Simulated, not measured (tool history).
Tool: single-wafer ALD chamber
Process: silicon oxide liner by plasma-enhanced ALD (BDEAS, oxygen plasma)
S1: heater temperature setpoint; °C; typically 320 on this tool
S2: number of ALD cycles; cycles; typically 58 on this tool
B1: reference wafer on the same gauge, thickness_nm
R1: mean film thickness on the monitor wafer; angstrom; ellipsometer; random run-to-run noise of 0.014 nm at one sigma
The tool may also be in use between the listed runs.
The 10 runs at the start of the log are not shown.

| run | day | S1 | S2 | B1 | R1 |
|---|---|---|---|---|---|
| 11 | 10.317 | 320 | 58 | 6.43 | 55.1 |
|  | 14.117 | thermocouple changed; heater temperature recalibrated |
| 12 | 14.654 | 320 | 58 | 6.429 | 55.23 |
| 13 | 15.742 | 320 | 58 | 6.43 | 55.18 |
| 14 | 16.6 | 320 | 58 | 6.429 | 55.21 |
| 15 | 17.442 | 320 | 58 | 6.431 | 55.56 |
| 16 | 18.096 | 320 | 58 | 6.43 | 55.35 |
| 17 | 18.667 | 320 | 58 | 6.429 | 55.38 |
| 18 | 19.638 | 320 | 51 | 6.428 | 48.72 |
| 19 | 20.442 | 320 | 58 | 6.432 | 55.34 |
| 20 | 21.304 | 320 | 58 | 6.432 | 55.34 |
| 21 | 22.308 | 326 | 69 | 6.428 | 65.23 |
| 22 | 23.038 | 311 | 53 | 6.427 | 51.36 |
| 23 | 24.167 | 320 | 50 | 6.427 | 47.82 |
|  | 24.596 | gauge calibrated |
| 24 | 24.717 | 308 | 55 | 6.432 | 53.47 |
| 25 | 25.925 | 330 | 67 | 6.432 | 63.04 |
| 26 | 26.962 | 305 | 65 | 6.43 | 63.54 |
| 27 | 27.746 | 320 | 58 | 6.431 | 55.04 |
| 28 | 29.125 | 320 | 58 | 6.43 | 55.17 |
| 29 | 29.754 | 334 | 67 | 6.43 | 62.57 |
| 30 | 30.683 | 306 | 58 | 6.43 | 56.51 |
| 31 | 31.5 | 310 | 50 | 6.434 | 48.29 |
| 32 | 32.338 | 306 | 53 | 6.43 | 51.65 |
| 33 | 32.879 | 333 | 61 | 6.428 | 57.02 |

What if the next run were any one of these 5? Each begins from the tool's condition after run 33:
| A | 32.9 | 320 | 58 | ? | ? |
| B | 32.9 | 320 | 64 | ? | ? |
| C | 32.9 | 313 | 64 | ? | ? |
| D | 32.9 | 313 | 67 | ? | ? |
| E | 32.9 | 315 | 50 | ? | ? |

| run | B1 | R1 |
|---|---|---|
| A | 6.432 | 55.42 |
| B | 6.432 | 61.16 |
| C | 6.432 | 61.86 |
| D | 6.432 | 64.76 |
| E | 6.432 | 48.17 |
Without the tool's hidden state the same runs would have given:
| run | R1 |
|---|---|
| A | 55.42 |
| B | 61.16 |
| C | 61.86 |
| D | 64.76 |
| E | 48.17 |
